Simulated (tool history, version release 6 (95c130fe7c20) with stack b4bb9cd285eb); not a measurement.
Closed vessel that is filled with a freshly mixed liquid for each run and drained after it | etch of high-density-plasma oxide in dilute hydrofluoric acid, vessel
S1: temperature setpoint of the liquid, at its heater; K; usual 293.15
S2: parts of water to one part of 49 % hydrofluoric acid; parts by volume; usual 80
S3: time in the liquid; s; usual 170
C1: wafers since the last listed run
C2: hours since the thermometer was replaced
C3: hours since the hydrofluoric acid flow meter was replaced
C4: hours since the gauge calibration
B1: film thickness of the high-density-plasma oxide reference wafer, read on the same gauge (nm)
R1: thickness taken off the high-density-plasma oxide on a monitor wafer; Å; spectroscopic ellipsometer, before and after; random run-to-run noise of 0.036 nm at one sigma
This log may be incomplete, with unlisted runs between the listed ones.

run	hour	S1	S2	S3	C1	C2	C3	C4	B1	R1
1	0.0	293.15	80	170	0	2076.2	900.1	62.9	40.00	116.0
2	40.5	293.15	80	170	3307	2116.7	940.6	103.4	40.00	116.5
3	48.9	293.15	80	170	685	2125.1	949.0	111.8	40.02	116.8
4	58.7	293.15	80	170	800	2134.9	958.8	121.6	39.99	116.1
5	67.8	293.15	80	170	743	2144.0	967.9	130.7	40.00	116.5
# hour 71.3: thermometer replaced
6	76.9	293.15	80	170	661	5.6	977.0	139.8	39.99	117.9
7	88.6	296.15	80	195	955	17.3	988.7	151.5	40.01	151.9
# hour 101.0: gauge calibrated
8	104.0	296.15	80	195	1257	32.7	1004.1	3.0	40.00	152.4
9	111.4	293.15	80	170	604	40.1	1011.5	10.4	39.98	117.2
# hour 117.0: hydrofluoric acid flow meter replaced
10	124.9	293.15	50	200	1020	53.6	7.9	23.9	39.98	197.5
11	138.3	293.15	55	125	1094	67.0	21.3	37.3	40.00	112.2
12	149.7	298.15	80	170	930	78.4	32.7	48.7	39.99	126.2
13	165.3	296.15	95	105	1273	94.0	48.3	64.3	40.01	59.1
14	183.2	293.15	95	240	1461	111.9	66.2	82.2	40.00	119.0
15	199.6	290.15	110	170	1339	128.3	82.6	98.6	40.00	63.8
16	220.3	290.15	65	135	1690	149.0	103.3	119.3	39.98	90.0

Hidden state, per run?
liquid colder than its thermometer reads (K): 0 on each run
gauge reads high (%): 0 on each run
H1: hydrofluoric acid flow above the setpoint (%)
run	H1
1	13.4
2	13.9
3	14
4	14.1
5	14.2
6	14.3
7	14.4
8	14.6
9	14.7
10	0.529
11	0.686
12	0.82
13	1
14	1.21
15	1.41
16	1.65
